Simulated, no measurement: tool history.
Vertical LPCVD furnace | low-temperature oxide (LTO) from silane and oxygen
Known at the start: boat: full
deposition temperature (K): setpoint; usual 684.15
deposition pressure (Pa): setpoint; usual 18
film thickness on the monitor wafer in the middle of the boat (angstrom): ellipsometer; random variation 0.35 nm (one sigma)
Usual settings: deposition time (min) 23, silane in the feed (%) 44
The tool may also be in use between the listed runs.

run,hour,deposition temperature (K),deposition pressure (Pa),deposition time (min),silane in the feed (%),wafers since the last listed run,hours since the last temperature calibration,hours since the pressure gauge was zeroed,hours since the silane flow controller was replaced,hours since the gauge calibration,"read-back reference wafer on the same gauge, thickness",film thickness on the monitor wafer in the middle of the boat (angstrom)
1,0,684.15,15.3,23,44,0,1955,2602,2320.4,512,160.94,1316
2,35.4,684.15,18,23,49,926,1990.4,2637.4,2355.8,547.4,160.93,1719.5
3,70.9,684.15,18,23,44,929,2025.9,2672.9,2391.3,582.9,161.04,1553.5
4,140.6,684.15,18,23,44,1825,2095.6,2742.6,2461,652.6,160.8,1550.6
5,199.1,684.15,18,23,44,1531,2154.1,2801.1,2519.5,711.1,161.12,1548.2
6,264.3,684.15,20.7,23,46,1707,2219.3,2866.3,2584.7,776.3,161.11,1867.6
7,335,690.15,18,23,44,1851,2290,2937,2655.4,847,161.09,1649.5
8,404.4,690.15,18,23,44,1817,2359.4,3006.4,2724.8,916.4,161.07,1646.7
9,450.3,684.15,18,23,44,1201,2405.3,3052.3,2770.7,962.3,160.8,1549.6
10,480.8,684.15,18,23,44,798,2435.8,3082.8,2801.2,992.8,160.97,1546.1
11,511.2,684.15,20,31,44,796,2466.2,3113.2,2831.6,1023.2,160.9,2331.1
12,560,692.15,18,23,37,1277,2515,3162,2880.4,1072,160.96,1382
13,740.8,675.15,19.3,26.5,46,4734,2695.8,3342.8,3061.2,1252.8,160.94,1825
14,778.6,684.15,18,23,44,989,2733.6,3380.6,3099,1290.6,161.02,1537.8
15,821.4,688.15,21.3,29,44,1120,2776.4,3423.4,3141.8,1333.4,161.13,2409.7
16,873.1,691.15,18,31,44,1353,2828.1,3475.1,3193.5,1385.1,160.89,2227.1
17,903.2,694.15,18,20,37,788,2858.2,3505.2,3223.6,1415.2,160.94,1217
# hour 967: thermocouples replaced and temperature profile calibrated
18,967.5,675.15,22.7,28,47,1055,0.5,3569.5,3287.9,1479.5,161.14,2307.5
# hour 1025.9: silane flow controller replaced
19,1032.7,684.15,22,23,47,1078,65.7,3634.7,6.8,1544.7,160.93,2011.1
# hour 1092.3: pressure gauge zeroed
20,1097.9,684.15,18,23,44,1078,130.9,5.6,72,1609.9,160.99,1576.1
# hour 1111.7: gauge calibrated
21,1125.9,676.15,14,23,50,733,158.9,33.6,100,14.2,160.97,1266.4
22,1185.5,684.15,18,23,44,1560,218.5,93.2,159.6,73.8,161.03,1569.7
23,1233.6,693.15,21.3,31.5,50,1259,266.6,141.3,207.7,121.9,161.02,3130.2
24,1294.8,679.15,20,15,38,1602,327.8,202.5,268.9,183.1,160.98,916
25,1334.7,677.15,22,23,48,1044,367.7,242.4,308.8,223,161,1950.7
26,1390.4,695.15,22,32,50,1458,423.4,298.1,364.5,278.7,160.96,3330.7
27,1419.3,684.15,19.3,23,44,756,452.3,327,393.4,307.6,161.05,1698
28,1467.9,684.15,14.7,23,38,1272,500.9,375.6,442,356.2,161.06,1090.3
29,1502.8,684.15,15.3,23,50,913,535.8,410.5,476.9,391.1,161.05,1508.1
30,1558.5,684.15,18,23,44,1458,591.5,466.2,532.6,446.8,160.86,1571.5
31,1620.7,696.15,18,23,44,1628,653.7,528.4,594.8,509,161.03,1775.8
32,1646.8,692.15,18,17.5,50,683,679.8,554.5,620.9,535.1,160.77,1458.3

Forecast each of these 3 alternatives for the next run:
A,1650.4,673.15,18,23,44,94,683.4,558.1,624.5,538.7,?,?
B,1650.4,688.15,20,31,47,94,683.4,558.1,624.5,538.7,?,?
C,1650.4,693.15,16,23,44,94,683.4,558.1,624.5,538.7,?,?

run,"read-back reference wafer on the same gauge, thickness",film thickness on the monitor wafer in the middle of the boat (angstrom)
A,161,1405.1
B,161,2617.9
C,161,1533.4
Without the tool's hidden state the same runs would have given:
run,film thickness on the monitor wafer in the middle of the boat (angstrom)
A,1408.6
B,2623.9
C,1537.8

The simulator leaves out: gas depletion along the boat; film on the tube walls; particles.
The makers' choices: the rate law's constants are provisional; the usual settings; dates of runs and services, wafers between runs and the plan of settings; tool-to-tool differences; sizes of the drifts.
